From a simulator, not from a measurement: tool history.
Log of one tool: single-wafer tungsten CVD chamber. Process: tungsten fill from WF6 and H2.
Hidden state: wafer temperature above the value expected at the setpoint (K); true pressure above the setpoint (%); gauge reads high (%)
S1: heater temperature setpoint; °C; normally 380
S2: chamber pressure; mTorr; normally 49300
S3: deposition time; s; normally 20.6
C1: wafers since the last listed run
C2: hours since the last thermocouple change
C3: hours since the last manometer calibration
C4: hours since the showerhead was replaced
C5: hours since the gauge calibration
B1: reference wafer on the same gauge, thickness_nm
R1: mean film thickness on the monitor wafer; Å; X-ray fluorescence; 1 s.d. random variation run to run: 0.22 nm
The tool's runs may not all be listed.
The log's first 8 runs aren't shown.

run 9 day=8.642 | S1=392 S2=49300 S3=20.6 | C1=733 C2=1648.4 C3=2332.2 C4=3429.8 C5=432.8 | B1=61.048 | R1=765.96
run 10 day=9.846 | S1=369 S2=39600 S3=20.6 | C1=805 C2=1677.3 C3=2361.1 C4=3458.7 C5=461.7 | B1=61.06 | R1=435.42
-- day=10.975 thermocouple changed; heater temperature recalibrated
run 11 day=11.25 | S1=369 S2=39600 S3=20.6 | C1=716 C2=6.6 C3=2394.8 C4=3492.4 C5=495.4 | B1=60.972 | R1=383.69
run 12 day=11.954 | S1=380 S2=49300 S3=20.6 | C1=471 C2=23.5 C3=2411.7 C4=3509.3 C5=512.3 | B1=60.954 | R1=526.1
run 13 day=13.146 | S1=380 S2=49300 S3=20.6 | C1=797 C2=52.1 C3=2440.3 C4=3537.9 C5=540.9 | B1=60.981 | R1=524.22
run 14 day=14.175 | S1=380 S2=49300 S3=20.6 | C1=688 C2=76.8 C3=2465 C4=3562.6 C5=565.6 | B1=61.03 | R1=524.53
run 15 day=15.312 | S1=380 S2=49300 S3=20.6 | C1=761 C2=104.1 C3=2492.3 C4=3589.9 C5=592.9 | B1=61.098 | R1=527.05
run 16 day=16.083 | S1=380 S2=49300 S3=20.6 | C1=515 C2=122.6 C3=2510.8 C4=3608.4 C5=611.4 | B1=61 | R1=527.74
-- day=16.938 showerhead replaced
run 17 day=16.958 | S1=380 S2=49300 S3=24.1 | C1=362 C2=143.6 C3=2531.8 C4=0.5 C5=632.4 | B1=61.014 | R1=621.8
run 18 day=17.508 | S1=389 S2=52400 S3=23.5 | C1=368 C2=156.8 C3=2545 C4=13.7 C5=645.6 | B1=60.98 | R1=747.04
-- day=18.204 capacitance manometer re-zeroed and calibrated
run 19 day=18.354 | S1=380 S2=49300 S3=20.6 | C1=342 C2=177.1 C3=3.6 C4=34 C5=665.9 | B1=61.016 | R1=525.2
run 20 day=18.871 | S1=380 S2=60700 S3=23.3 | C1=345 C2=189.5 C3=16 C4=46.4 C5=678.3 | B1=60.986 | R1=632.8
run 21 day=19.808 | S1=368 S2=61500 S3=23.4 | C1=627 C2=212 C3=38.5 C4=68.9 C5=700.8 | B1=61.026 | R1=480.9
run 22 day=20.554 | S1=380 S2=49300 S3=20.6 | C1=499 C2=229.9 C3=56.4 C4=86.8 C5=718.7 | B1=61.009 | R1=532.32
run 23 day=21.642 | S1=380 S2=43300 S3=20.6 | C1=727 C2=256 C3=82.5 C4=112.9 C5=744.8 | B1=60.976 | R1=513.59
-- day=22.304 gauge calibrated
run 24 day=22.779 | S1=380 S2=49300 S3=20.6 | C1=761 C2=283.3 C3=109.8 C4=140.2 C5=11.4 | B1=60.975 | R1=535.66
run 25 day=23.8 | S1=380 S2=49300 S3=19.4 | C1=683 C2=307.8 C3=134.3 C4=164.7 C5=35.9 | B1=60.989 | R1=503.4
run 26 day=24.979 | S1=374 S2=44500 S3=17.7 | C1=789 C2=336.1 C3=162.6 C4=193 C5=64.2 | B1=61.016 | R1=387.17
run 27 day=25.504 | S1=380 S2=49300 S3=20.6 | C1=351 C2=348.7 C3=175.2 C4=205.6 C5=76.8 | B1=60.993 | R1=536.62
run 28 day=26.325 | S1=380 S2=49300 S3=20.6 | C1=549 C2=368.4 C3=194.9 C4=225.3 C5=96.5 | B1=61.029 | R1=531.16
run 29 day=27.058 | S1=393 S2=49300 S3=24.3 | C1=490 C2=386 C3=212.5 C4=242.9 C5=114.1 | B1=60.934 | R1=849.06
run 30 day=28.225 | S1=391 S2=61400 S3=22.8 | C1=780 C2=414 C3=240.5 C4=270.9 C5=142.1 | B1=61.078 | R1=810.84

Run 31 has not been measured yet. What should we expect?
run 31 day=29.55 | S1=394 S2=49300 S3=20.6 | C1=886 C2=445.8 C3=272.3 C4=302.7 C5=173.9 | B1=? | R1=?

B1: 61.029
R1: 738.9 Å
With no hidden state in the tool, this same run would have given R1 721.74 Å.

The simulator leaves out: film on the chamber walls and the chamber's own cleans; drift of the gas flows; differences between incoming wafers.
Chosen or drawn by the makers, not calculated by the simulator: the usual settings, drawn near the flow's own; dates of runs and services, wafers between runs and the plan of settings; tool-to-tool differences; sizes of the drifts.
